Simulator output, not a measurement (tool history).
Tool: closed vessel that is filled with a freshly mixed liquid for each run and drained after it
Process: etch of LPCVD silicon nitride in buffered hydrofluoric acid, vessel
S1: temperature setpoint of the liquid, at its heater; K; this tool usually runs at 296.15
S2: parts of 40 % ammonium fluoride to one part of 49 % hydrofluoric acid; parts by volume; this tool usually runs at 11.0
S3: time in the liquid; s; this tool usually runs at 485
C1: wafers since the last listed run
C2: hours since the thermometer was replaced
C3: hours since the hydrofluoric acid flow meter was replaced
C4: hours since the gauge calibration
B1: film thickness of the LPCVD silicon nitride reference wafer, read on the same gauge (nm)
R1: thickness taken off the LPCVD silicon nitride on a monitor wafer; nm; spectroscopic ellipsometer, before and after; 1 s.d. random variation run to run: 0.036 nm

run	hour	S1	S2	S3	C1	C2	C3	C4	B1	R1
1	0.0	296.15	11.0	485	0	1588.5	1112.0	1487.9	70.00	6.40
2	40.7	296.15	11.0	485	4307	1629.2	1152.7	1528.6	69.99	6.36
3	105.9	296.15	11.0	485	6900	1694.4	1217.9	1593.8	70.01	6.30
# hour 174.8: hydrofluoric acid flow meter replaced
4	227.0	296.15	11.0	485	12710	1815.5	52.2	1714.9	70.00	6.65
5	334.2	296.15	11.0	595	11344	1922.7	159.4	1822.1	69.99	8.12
6	373.3	296.15	11.0	595	4137	1961.8	198.5	1861.2	70.01	8.18
# hour 400.2: thermometer replaced
7	427.3	296.15	11.0	485	5608	27.1	252.5	1915.2	69.99	6.54
8	484.5	296.15	11.0	485	6053	84.3	309.7	1972.4	69.99	6.44
9	556.2	296.15	11.0	485	7587	156.0	381.4	2044.1	70.02	6.49
10	608.3	294.65	11.0	485	5513	208.1	433.5	2096.2	70.01	5.96
11	695.2	294.65	11.0	485	9196	295.0	520.4	2183.1	69.99	5.90
12	742.6	296.15	11.0	485	5016	342.4	567.8	2230.5	69.97	6.37
13	792.5	296.15	11.0	485	5280	392.3	617.7	2280.4	69.99	6.45
14	892.6	297.65	8.0	675	10593	492.4	717.8	2380.5	70.02	12.78
15	992.5	298.65	15.5	385	10572	592.3	817.7	2480.4	70.01	4.17
16	1042.6	299.15	11.0	485	5302	642.4	867.8	2530.5	69.98	7.44
17	1237.9	291.65	11.0	755	20668	837.7	1063.1	2725.8	70.00	7.61
# hour 1285.3: hydrofluoric acid flow meter replaced
18	1335.6	296.15	13.0	485	10233	935.4	50.3	2823.5	70.03	5.68
19	1371.9	294.65	11.0	485	3841	971.7	86.6	2859.8	69.99	6.08
20	1441.7	300.15	11.0	760	7386	1041.5	156.4	2929.6	70.02	12.79
21	1509.4	301.15	14.5	375	7164	1109.2	224.1	2997.3	69.99	5.06
22	1554.0	293.65	9.0	630	4719	1153.8	268.7	3041.9	69.99	8.80
# hour 1558.7: gauge calibrated
23	1601.9	296.15	10.0	485	5069	1201.7	316.6	43.2	69.99	7.18
24	1701.5	296.15	11.0	485	10540	1301.3	416.2	142.8	70.03	6.57
25	1837.3	298.65	13.0	735	14371	1437.1	552.0	278.6	70.02	9.58
26	1873.7	298.65	13.0	735	3852	1473.5	588.4	315.0	70.01	9.61
27	1973.3	300.15	11.0	485	10540	1573.1	688.0	414.6	70.01	8.01
28	2032.5	294.15	14.5	270	6265	1632.3	747.2	473.8	69.98	2.48
29	2115.3	292.15	8.0	345	8762	1715.1	830.0	556.6	70.01	4.93
30	2196.7	296.15	11.0	485	8614	1796.5	911.4	638.0	69.99	6.42
31	2367.7	296.15	11.0	485	18096	1967.5	1082.4	809.0	70.01	6.39

Measured less the same run without the tool's hidden state. The same run-to-run variation is in both; the gauge's scatter may not be:
What the log doesn't record here: liquid hotter than its thermometer reads (K); hydrofluoric acid flow below the setpoint (%); gauge reads high (%).
run	R1
1	-0.24
2	-0.24
3	-0.26
4	+0.09
5	+0.08
6	+0.07
7	-0.09
8	-0.11
9	-0.12
10	-0.13
11	-0.13
12	-0.16
13	-0.17
14	-0.44
15	-0.14
16	-0.26
17	-0.32
18	+0.03
19	+0.03
20	+0.04
21	+0.00
22	+0.04
23	-0.02
24	-0.03
25	-0.09
26	-0.11
27	-0.12
28	-0.04
29	-0.11
30	-0.15
31	-0.18

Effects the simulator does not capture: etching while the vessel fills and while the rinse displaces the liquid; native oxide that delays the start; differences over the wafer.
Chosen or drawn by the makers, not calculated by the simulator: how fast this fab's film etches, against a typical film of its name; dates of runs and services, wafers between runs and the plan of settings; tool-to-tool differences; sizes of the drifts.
